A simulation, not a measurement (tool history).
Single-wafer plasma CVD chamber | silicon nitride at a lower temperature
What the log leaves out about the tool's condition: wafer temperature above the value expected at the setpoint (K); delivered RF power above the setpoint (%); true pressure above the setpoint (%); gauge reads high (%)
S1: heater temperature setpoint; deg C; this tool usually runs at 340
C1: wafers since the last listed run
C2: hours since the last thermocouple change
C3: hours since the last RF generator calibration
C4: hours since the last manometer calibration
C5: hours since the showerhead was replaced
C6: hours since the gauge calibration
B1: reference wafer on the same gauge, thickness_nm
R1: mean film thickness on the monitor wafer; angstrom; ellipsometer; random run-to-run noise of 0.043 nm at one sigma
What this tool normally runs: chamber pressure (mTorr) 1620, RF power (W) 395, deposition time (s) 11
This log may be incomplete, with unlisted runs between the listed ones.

run 1 day=0 | S1=340 chamber_pressure_(mTorr)=1620 RF_power_(W)=395 deposition_time_(s)=11 | C1=0 C2=797.5 C3=1134.3 C4=2198.9 C5=4373.4 C6=146.8 | B1=18.469 | R1=160.09
run 2 day=1.342 | S1=340 chamber_pressure_(mTorr)=1620 RF_power_(W)=395 deposition_time_(s)=11 | C1=697 C2=829.7 C3=1166.5 C4=2231.1 C5=4405.6 C6=179 | B1=18.515 | R1=160.63
run 3 day=2.417 | S1=340 chamber_pressure_(mTorr)=1620 RF_power_(W)=395 deposition_time_(s)=11 | C1=559 C2=855.5 C3=1192.3 C4=2256.9 C5=4431.4 C6=204.8 | B1=18.516 | R1=161.49
run 4 day=2.946 | S1=340 chamber_pressure_(mTorr)=1620 RF_power_(W)=445 deposition_time_(s)=11 | C1=275 C2=868.2 C3=1205 C4=2269.6 C5=4444.1 C6=217.5 | B1=18.533 | R1=172.82
run 5 day=3.858 | S1=340 chamber_pressure_(mTorr)=1620 RF_power_(W)=395 deposition_time_(s)=11 | C1=474 C2=890.1 C3=1226.9 C4=2291.5 C5=4466 C6=239.4 | B1=18.543 | R1=162.39
run 6 day=4.433 | S1=340 chamber_pressure_(mTorr)=1620 RF_power_(W)=395 deposition_time_(s)=11 | C1=299 C2=903.9 C3=1240.7 C4=2305.3 C5=4479.8 C6=253.2 | B1=18.562 | R1=160.77
run 7 day=5.729 | S1=340 chamber_pressure_(mTorr)=1620 RF_power_(W)=395 deposition_time_(s)=11 | C1=674 C2=935 C3=1271.8 C4=2336.4 C5=4510.9 C6=284.3 | B1=18.596 | R1=162.16
run 8 day=6.817 | S1=340 chamber_pressure_(mTorr)=1620 RF_power_(W)=395 deposition_time_(s)=9.5 | C1=565 C2=961.1 C3=1297.9 C4=2362.5 C5=4537 C6=310.4 | B1=18.635 | R1=139.79
-- day=8.138 gauge calibrated
run 9 day=8.242 | S1=340 chamber_pressure_(mTorr)=1620 RF_power_(W)=395 deposition_time_(s)=9.5 | C1=741 C2=995.3 C3=1332.1 C4=2396.7 C5=4571.2 C6=2.5 | B1=18.394 | R1=137.86
run 10 day=9.038 | S1=340 chamber_pressure_(mTorr)=1620 RF_power_(W)=395 deposition_time_(s)=9.5 | C1=414 C2=1014.4 C3=1351.2 C4=2415.8 C5=4590.3 C6=21.6 | B1=18.395 | R1=138.11
run 11 day=10.342 | S1=340 chamber_pressure_(mTorr)=1620 RF_power_(W)=395 deposition_time_(s)=11 | C1=678 C2=1045.7 C3=1382.5 C4=2447.1 C5=4621.6 C6=52.9 | B1=18.399 | R1=160.13
-- day=11.483 capacitance manometer re-zeroed and calibrated
run 12 day=11.504 | S1=340 chamber_pressure_(mTorr)=1620 RF_power_(W)=395 deposition_time_(s)=11 | C1=431 C2=1073.6 C3=1410.4 C4=0.5 C5=4649.5 C6=80.8 | B1=18.411 | R1=159.95
run 13 day=12.438 | S1=340 chamber_pressure_(mTorr)=1620 RF_power_(W)=395 deposition_time_(s)=11 | C1=485 C2=1096 C3=1432.8 C4=22.9 C5=4671.9 C6=103.2 | B1=18.422 | R1=159.61
run 14 day=13.483 | S1=340 chamber_pressure_(mTorr)=1620 RF_power_(W)=395 deposition_time_(s)=11 | C1=544 C2=1121.1 C3=1457.9 C4=48 C5=4697 C6=128.3 | B1=18.424 | R1=160.03
run 15 day=14.1 | S1=340 chamber_pressure_(mTorr)=1620 RF_power_(W)=395 deposition_time_(s)=11 | C1=320 C2=1135.9 C3=1472.7 C4=62.8 C5=4711.8 C6=143.1 | B1=18.433 | R1=160.82
run 16 day=14.696 | S1=340 chamber_pressure_(mTorr)=1620 RF_power_(W)=395 deposition_time_(s)=11 | C1=309 C2=1150.2 C3=1487 C4=77.1 C5=4726.1 C6=157.4 | B1=18.435 | R1=160.34
run 17 day=15.95 | S1=340 chamber_pressure_(mTorr)=1620 RF_power_(W)=445 deposition_time_(s)=11 | C1=652 C2=1180.3 C3=1517.1 C4=107.2 C5=4756.2 C6=187.5 | B1=18.456 | R1=172.69
-- day=17.171 RF generator calibrated
run 18 day=17.338 | S1=332 chamber_pressure_(mTorr)=1620 RF_power_(W)=465 deposition_time_(s)=11.8 | C1=548 C2=1213.6 C3=4 C4=140.5 C5=4789.5 C6=220.8 | B1=18.504 | R1=190.38
run 19 day=18.496 | S1=340 chamber_pressure_(mTorr)=1620 RF_power_(W)=395 deposition_time_(s)=11 | C1=602 C2=1241.4 C3=31.8 C4=168.3 C5=4817.3 C6=248.6 | B1=18.495 | R1=161.03
-- day=19.008 thermocouple changed; heater temperature recalibrated
run 20 day=20.15 | S1=340 chamber_pressure_(mTorr)=1620 RF_power_(W)=395 deposition_time_(s)=9.6 | C1=687 C2=27.4 C3=71.5 C4=208 C5=4857 C6=288.3 | B1=18.568 | R1=140.95
-- day=20.521 showerhead replaced
run 21 day=21.092 | S1=340 chamber_pressure_(mTorr)=1620 RF_power_(W)=370 deposition_time_(s)=11 | C1=316 C2=50 C3=94.1 C4=230.6 C5=13.7 C6=310.9 | B1=18.577 | R1=155.72
run 22 day=22.088 | S1=340 chamber_pressure_(mTorr)=1620 RF_power_(W)=440 deposition_time_(s)=11 | C1=518 C2=73.9 C3=118 C4=254.5 C5=37.6 C6=334.8 | B1=18.603 | R1=172.34
run 23 day=23.242 | S1=340 chamber_pressure_(mTorr)=1620 RF_power_(W)=450 deposition_time_(s)=10.2 | C1=600 C2=101.6 C3=145.7 C4=282.2 C5=65.3 C6=362.5 | B1=18.653 | R1=162.43
run 24 day=23.867 | S1=340 chamber_pressure_(mTorr)=1230 RF_power_(W)=430 deposition_time_(s)=11 | C1=325 C2=116.6 C3=160.7 C4=297.2 C5=80.3 C6=377.5 | B1=18.677 | R1=146.66
run 25 day=25.179 | S1=333 chamber_pressure_(mTorr)=1450 RF_power_(W)=395 deposition_time_(s)=11 | C1=682 C2=148.1 C3=192.2 C4=328.7 C5=111.8 C6=409 | B1=18.699 | R1=154.52
-- day=25.183 gauge calibrated
run 26 day=26.238 | S1=328 chamber_pressure_(mTorr)=1260 RF_power_(W)=345 deposition_time_(s)=12.6 | C1=550 C2=173.5 C3=217.6 C4=354.1 C5=137.2 C6=25.3 | B1=18.448 | R1=146.7

Describe how what the log doesn't record of the tool's condition differs between the last listed run preceding each entry between runs and the first listed run following it.
From run 8 to run 9: gauge calibrated (day 8.138)
  gauge reads high (%): 1.23 -> -0.0624
  measured value less the no-hidden-state value, R1: +1.7 -> -0.08 angstrom
From run 11 to run 12: capacitance manometer re-zeroed and calibrated (day 11.483)
  gauge reads high (%): -0.0324 -> 0.00766
  measured value less the no-hidden-state value, R1: -0.05 -> +0.02 angstrom
From run 17 to run 18: RF generator calibrated (day 17.171)
  gauge reads high (%): 0.315 -> 0.462
  measured value less the no-hidden-state value, R1: +0.54 -> +0.88 angstrom
From run 19 to run 20: thermocouple changed; heater temperature recalibrated (day 19.008)
  gauge reads high (%): 0.602 -> 0.831
  measured value less the no-hidden-state value, R1: +0.97 -> +1.16 angstrom
From run 20 to run 21: showerhead replaced (day 20.521)
  gauge reads high (%): 0.831 -> 0.976
  measured value less the no-hidden-state value, R1: +1.16 -> +1.5 angstrom
From run 25 to run 26: gauge calibrated (day 25.183)
  gauge reads high (%): 1.74 -> 0.234
  measured value less the no-hidden-state value, R1: +2.63 -> +0.34 angstrom
